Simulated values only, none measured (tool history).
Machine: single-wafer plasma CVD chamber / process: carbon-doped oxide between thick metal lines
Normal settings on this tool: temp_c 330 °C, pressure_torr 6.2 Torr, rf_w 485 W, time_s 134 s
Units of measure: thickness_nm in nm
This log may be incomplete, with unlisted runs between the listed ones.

| run | hour | temp_c | pressure_torr | rf_w | time_s | read-back reference wafer on the same gauge, thickness_nm | thickness_nm |
|---|---|---|---|---|---|---|---|
| 1 | 0 | 330 | 7.14 | 485 | 120 | 604.935 | 645.328 |
| 2 | 12.2 | 330 | 7.14 | 485 | 120 | 605.108 | 645.301 |
| 3 | 29.5 | 330 | 6.2 | 485 | 134 | 604.821 | 710.877 |
| 4 | 45.2 | 330 | 6.2 | 485 | 134 | 604.878 | 710.163 |
| 5 | 52 | 330 | 5.83 | 485 | 134 | 605.074 | 705.409 |
| 6 | 65.9 | 330 | 6.2 | 485 | 134 | 605.031 | 711.19 |
|  | 84.7 | showerhead replaced |
| 7 | 85.2 | 330 | 6.2 | 485 | 134 | 605.076 | 709.898 |
| 8 | 99.5 | 318 | 6.2 | 485 | 134 | 605.027 | 745.689 |
| 9 | 113 | 321 | 6.2 | 485 | 134 | 605.012 | 736.468 |
| 10 | 121.6 | 330 | 6.76 | 485 | 134 | 605.387 | 718.055 |
|  | 136.1 | capacitance manometer re-zeroed and calibrated |
| 11 | 137.6 | 344 | 6.79 | 555 | 154 | 605.095 | 843.03 |
|  | 150.4 | RF generator calibrated |
| 12 | 151.9 | 330 | 6.2 | 485 | 134 | 605.29 | 742.72 |
| 13 | 158.7 | 338 | 7.27 | 485 | 154 | 605.277 | 839.642 |
| 14 | 175.8 | 330 | 6.2 | 485 | 134 | 605.086 | 741.383 |
|  | 189.2 | thermocouple changed; heater temperature recalibrated |
| 15 | 189.7 | 334 | 4.95 | 430 | 119 | 604.712 | 588.531 |
| 16 | 190.1 | 325 | 6.2 | 485 | 141 | 605.178 | 794.808 |
| 17 | 206.5 | 330 | 6.2 | 485 | 115 | 604.736 | 636.037 |
|  | 210.1 | gauge calibrated |
| 18 | 221.4 | 334 | 6.2 | 485 | 134 | 604.918 | 725.563 |
| 19 | 233.7 | 330 | 5.32 | 485 | 108 | 604.683 | 582.927 |
| 20 | 248.3 | 334 | 6.2 | 580 | 155 | 605.478 | 920.453 |
| 21 | 262.6 | 330 | 6.2 | 390 | 134 | 604.95 | 650.644 |

Branching from run 21: 5 alternative next runs. What would each branch give?
| A | 263 | 330 | 4.92 | 485 | 134 | ? | ? |
| B | 263 | 316 | 4.65 | 565 | 118 | ? | ? |
| C | 263 | 316 | 7.56 | 420 | 121 | ? | ? |
| D | 263 | 323 | 7.6 | 410 | 111 | ? | ? |
| E | 263 | 323 | 4.78 | 485 | 134 | ? | ? |

| run | read-back reference wafer on the same gauge, thickness_nm | thickness_nm |
|---|---|---|
| A | 605.001 | 712.911 |
| B | 605.001 | 710.735 |
| C | 605.001 | 662.905 |
| D | 605.001 | 583.072 |
| E | 605.001 | 728.43 |
Had the tool no hidden state, the same runs would have come out as:
| run | thickness_nm |
|---|---|
| A | 719.336 |
| B | 717.003 |
| C | 669.844 |
| D | 589.175 |
| E | 734.996 |

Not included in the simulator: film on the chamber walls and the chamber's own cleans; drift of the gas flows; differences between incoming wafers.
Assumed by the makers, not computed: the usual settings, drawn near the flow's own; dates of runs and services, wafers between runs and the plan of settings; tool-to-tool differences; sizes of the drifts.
